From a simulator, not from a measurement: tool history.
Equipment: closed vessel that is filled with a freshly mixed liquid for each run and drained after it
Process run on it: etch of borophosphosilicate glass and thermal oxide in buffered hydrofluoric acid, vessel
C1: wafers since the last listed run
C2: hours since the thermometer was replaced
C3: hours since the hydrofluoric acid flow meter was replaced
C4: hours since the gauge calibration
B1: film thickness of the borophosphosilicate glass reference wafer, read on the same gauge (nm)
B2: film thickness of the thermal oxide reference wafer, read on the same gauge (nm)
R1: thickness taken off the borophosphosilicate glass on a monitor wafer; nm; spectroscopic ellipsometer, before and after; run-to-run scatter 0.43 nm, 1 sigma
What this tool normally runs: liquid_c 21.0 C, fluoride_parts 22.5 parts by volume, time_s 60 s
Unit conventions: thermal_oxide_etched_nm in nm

Run 1, day 0.000: usual settings but time_s 70 s; C1 0; C2 2556.5; C3 205.9; C4 257.1; B1 39.99; B2 90.00. Result: R1 66.51 nm, thermal_oxide_etched_nm 32.02 nm.
Run 2, day 4.383: usual settings but time_s 70 s; C1 13544; C2 2661.7; C3 311.1; C4 362.3; B1 39.98; B2 89.99. Result: R1 66.63 nm, thermal_oxide_etched_nm 32.05 nm.
At day 6.542: thermometer replaced.
Run 3, day 8.733: usual settings but fluoride_parts 16.5 parts by volume; C1 13313; C2 52.6; C3 415.5; C4 466.7; B1 39.99; B2 90.00. Result: R1 70.09 nm, thermal_oxide_etched_nm 33.88 nm.
Run 4, day 12.521: usual settings but liquid_c 24.0 C, fluoride_parts 16.5 parts by volume; C1 11703; C2 143.5; C3 506.4; C4 557.6; B1 40.03; B2 90.00. Result: R1 85.28 nm, thermal_oxide_etched_nm 40.26 nm.
Run 5, day 15.800: usual settings but liquid_c 24.5 C, fluoride_parts 14.5 parts by volume, time_s 30 s; C1 10132; C2 222.2; C3 585.1; C4 636.3; B1 39.98; B2 89.98. Result: R1 48.66 nm, thermal_oxide_etched_nm 23.35 nm.
Run 6, day 18.750: usual settings but time_s 90 s; C1 9115; C2 293.0; C3 655.9; C4 707.1; B1 40.05; B2 90.00. Result: R1 81.37 nm, thermal_oxide_etched_nm 38.74 nm.
Run 7, day 21.008: usual settings but liquid_c 19.5 C; C1 6978; C2 347.2; C3 710.1; C4 761.3; B1 39.98; B2 90.01. Result: R1 49.93 nm, thermal_oxide_etched_nm 23.67 nm.
At day 24.192: hydrofluoric acid flow meter replaced.
Run 8, day 25.371: usual settings but fluoride_parts 16.5 parts by volume; C1 13351; C2 451.9; C3 28.3; C4 866.0; B1 40.01; B2 89.99. Result: R1 70.08 nm, thermal_oxide_etched_nm 33.58 nm.
Run 9, day 27.221: usual settings but time_s 30 s; C1 5716; C2 496.3; C3 72.7; C4 910.4; B1 40.00; B2 89.99. Result: R1 26.79 nm, thermal_oxide_etched_nm 12.76 nm.
Run 10, day 29.904: usual settings but liquid_c 23.5 C, fluoride_parts 29.0 parts by volume, time_s 35 s; C1 8291; C2 560.7; C3 137.1; C4 974.8; B1 40.01; B2 89.98. Result: R1 30.01 nm, thermal_oxide_etched_nm 14.58 nm.
Run 11, day 32.862: usual settings; C1 9141; C2 631.7; C3 208.1; C4 1045.8; B1 40.04; B2 90.02. Result: R1 54.10 nm, thermal_oxide_etched_nm 25.26 nm.
At day 38.646: thermometer replaced, repeated, since the last time left the tool worse.
Run 12, day 39.262: usual settings but liquid_c 23.5 C, fluoride_parts 29.5 parts by volume, time_s 85 s; C1 19647; C2 14.8; C3 361.7; C4 1199.4; B1 39.97; B2 90.00. Result: R1 82.43 nm, thermal_oxide_etched_nm 39.67 nm.
Run 13, day 43.721: usual settings but liquid_c 17.0 C, time_s 30 s; C1 13776; C2 121.8; C3 468.7; C4 1306.4; B1 40.02; B2 90.01. Result: R1 24.48 nm, thermal_oxide_etched_nm 11.54 nm.
Run 14, day 45.896: usual settings but fluoride_parts 16.0 parts by volume, time_s 30 s; C1 6720; C2 174.0; C3 520.9; C4 1358.6; B1 39.99; B2 89.98. Result: R1 41.87 nm, thermal_oxide_etched_nm 19.64 nm.
Run 15, day 47.558: usual settings but fluoride_parts 16.5 parts by volume; C1 5137; C2 213.9; C3 560.8; C4 1398.5; B1 39.96; B2 89.99. Result: R1 79.98 nm, thermal_oxide_etched_nm 37.98 nm.
Run 16, day 49.608: usual settings but liquid_c 19.5 C, time_s 45 s; C1 6334; C2 263.1; C3 610.0; C4 1447.7; B1 40.02; B2 90.00. Result: R1 42.25 nm, thermal_oxide_etched_nm 20.07 nm.
Run 17, day 53.688: usual settings but time_s 40 s; C1 12605; C2 361.0; C3 707.9; C4 1545.6; B1 40.01; B2 90.00. Result: R1 40.09 nm, thermal_oxide_etched_nm 19.27 nm.
Run 18, day 55.800: usual settings; C1 6527; C2 411.7; C3 758.6; C4 1596.3; B1 39.96; B2 90.00. Result: R1 60.14 nm, thermal_oxide_etched_nm 29.07 nm.
Run 19, day 58.512: usual settings but liquid_c 25.0 C, fluoride_parts 29.5 parts by volume; C1 8381; C2 476.8; C3 823.7; C4 1661.4; B1 39.97; B2 90.00. Result: R1 62.28 nm, thermal_oxide_etched_nm 29.72 nm.
At day 60.542: hydrofluoric acid flow meter replaced.
Run 20, day 62.862: usual settings but fluoride_parts 19.0 parts by volume, time_s 85 s; C1 13313; C2 581.2; C3 55.7; C4 1765.8; B1 40.04; B2 90.02. Result: R1 98.25 nm, thermal_oxide_etched_nm 46.56 nm.
Run 21, day 66.054: usual settings but liquid_c 22.5 C, fluoride_parts 30.0 parts by volume, time_s 45 s; C1 9862; C2 657.8; C3 132.3; C4 1842.4; B1 40.03; B2 89.99. Result: R1 39.87 nm, thermal_oxide_etched_nm 19.18 nm.
Run 22, day 69.583: usual settings; C1 10905; C2 742.5; C3 217.0; C4 1927.1; B1 39.98; B2 89.98. Result: R1 60.32 nm, thermal_oxide_etched_nm 28.61 nm.
Run 23, day 76.617: usual settings; C1 21733; C2 911.3; C3 385.8; C4 2095.9; B1 40.01; B2 89.99. Result: R1 59.68 nm, thermal_oxide_etched_nm 28.61 nm.
Run 24, day 80.675: usual settings; C1 12540; C2 1008.7; C3 483.2; C4 2193.3; B1 39.99; B2 90.00. Result: R1 59.87 nm, thermal_oxide_etched_nm 28.56 nm.
Run 25, day 84.646: usual settings but fluoride_parts 19.5 parts by volume; C1 12270; C2 1104.0; C3 578.5; C4 2288.6; B1 39.99; B2 89.98. Result: R1 66.65 nm, thermal_oxide_etched_nm 31.54 nm.

Branching from run 25: 4 alternative next runs. What would each branch give?
Run A, day 84.675: usual settings; C1 90; C2 1104.7; C3 579.2; C4 2289.3; B1 ?; B2 ?. Result: R1 ?, thermal_oxide_etched_nm ?.
Run B, day 84.675: usual settings but liquid_c 18.0 C, fluoride_parts 13.5 parts by volume, time_s 75 s; C1 90; C2 1104.7; C3 579.2; C4 2289.3; B1 ?; B2 ?. Result: R1 ?, thermal_oxide_etched_nm ?.
Run C, day 84.675: usual settings but liquid_c 22.5 C, fluoride_parts 29.5 parts by volume, time_s 80 s; C1 90; C2 1104.7; C3 579.2; C4 2289.3; B1 ?; B2 ?. Result: R1 ?, thermal_oxide_etched_nm ?.
Run D, day 84.675: usual settings but liquid_c 23.5 C, fluoride_parts 30.0 parts by volume, time_s 70 s; C1 90; C2 1104.7; C3 579.2; C4 2289.3; B1 ?; B2 ?. Result: R1 ?, thermal_oxide_etched_nm ?.

run     B1     B2      R1  thermal_oxide_etched_nm
  A  40.00  90.01   59.89                    28.41
  B  40.00  90.01  101.40                    47.89
  C  40.00  90.01   71.92                    34.16
  D  40.00  90.01   65.72                    31.23
Without the tool's unlogged condition, the same runs would have read:
run      R1  thermal_oxide_etched_nm
  A   61.61                    29.23
  B  104.35                    49.30
  C   73.96                    35.14
  D   67.58                    32.13

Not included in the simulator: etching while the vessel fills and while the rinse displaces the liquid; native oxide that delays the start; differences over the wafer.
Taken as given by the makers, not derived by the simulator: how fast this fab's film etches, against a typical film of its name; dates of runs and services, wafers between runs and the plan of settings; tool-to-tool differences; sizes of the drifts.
